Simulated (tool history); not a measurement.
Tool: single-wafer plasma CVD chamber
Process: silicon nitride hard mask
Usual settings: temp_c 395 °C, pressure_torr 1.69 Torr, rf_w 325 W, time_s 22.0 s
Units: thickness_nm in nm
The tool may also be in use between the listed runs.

run,hour,temp_c,pressure_torr,rf_w,time_s,"read-back reference wafer on the same gauge, thickness_nm",thickness_nm
1,0.0,395,1.69,325,22.0,32.430,28.869
2,24.4,395,1.69,325,22.0,32.406,28.813
3,58.3,395,1.37,325,22.0,32.419,26.263
4,86.1,395,1.37,325,22.0,32.390,26.206
5,105.9,395,1.37,325,22.0,32.403,26.302
6,120.0,395,1.69,325,22.0,32.400,28.681
7,132.1,395,1.69,325,22.0,32.408,28.705
8,160.1,395,1.69,325,22.0,32.416,28.607
9,173.6,395,1.69,325,22.0,32.401,28.684
# hour 191.8: gauge calibrated
10,196.5,395,1.69,325,22.0,32.398,28.685
11,217.2,395,1.45,325,22.0,32.425,26.793
12,247.3,395,1.69,325,22.0,32.406,28.532
13,269.5,395,1.58,325,20.7,32.391,26.177
14,291.5,395,1.69,325,22.0,32.386,28.580
# hour 373.7: capacitance manometer re-zeroed and calibrated
15,383.2,395,1.69,275,19.9,32.401,24.942
16,423.1,400,1.69,325,20.8,32.427,28.355
17,438.4,404,1.38,325,22.0,32.405,27.496
# hour 451.2: thermocouple changed; heater temperature recalibrated
18,465.7,386,1.69,325,26.3,32.355,35.938
# hour 486.0: showerhead replaced
19,498.9,395,1.81,325,25.7,32.365,35.915
20,527.0,405,1.69,325,22.0,32.394,29.856
# hour 537.9: RF generator calibrated
# hour 549.6: capacitance manometer re-zeroed and calibrated, repeated, since the last time left the tool worse
21,561.6,395,1.69,290,22.0,32.405,27.442
22,577.5,387,1.69,265,22.0,32.373,26.391
23,595.9,395,1.69,325,22.0,32.379,29.010
24,629.6,395,1.69,345,24.6,32.362,33.485
25,649.4,395,1.69,325,24.2,32.425,31.919
26,677.4,385,1.69,370,22.0,32.392,31.144
27,713.1,395,1.43,325,22.0,32.405,27.111
28,742.6,395,1.69,325,22.0,32.404,29.103
29,761.0,401,1.37,270,22.0,32.426,23.979

3 ways to go on from here, each from the tool as it stands after run 29. What would each give?
A,761.4,395,1.69,325,22.0,?,?
B,761.4,400,1.69,355,22.0,?,?
C,761.4,395,2.08,325,25.7,?,?

run,"read-back reference wafer on the same gauge, thickness_nm",thickness_nm
A,32.414,29.061
B,32.414,30.318
C,32.414,36.512
Without the tool's hidden state the same runs would have given:
run,thickness_nm
A,29.056
B,30.313
C,36.506

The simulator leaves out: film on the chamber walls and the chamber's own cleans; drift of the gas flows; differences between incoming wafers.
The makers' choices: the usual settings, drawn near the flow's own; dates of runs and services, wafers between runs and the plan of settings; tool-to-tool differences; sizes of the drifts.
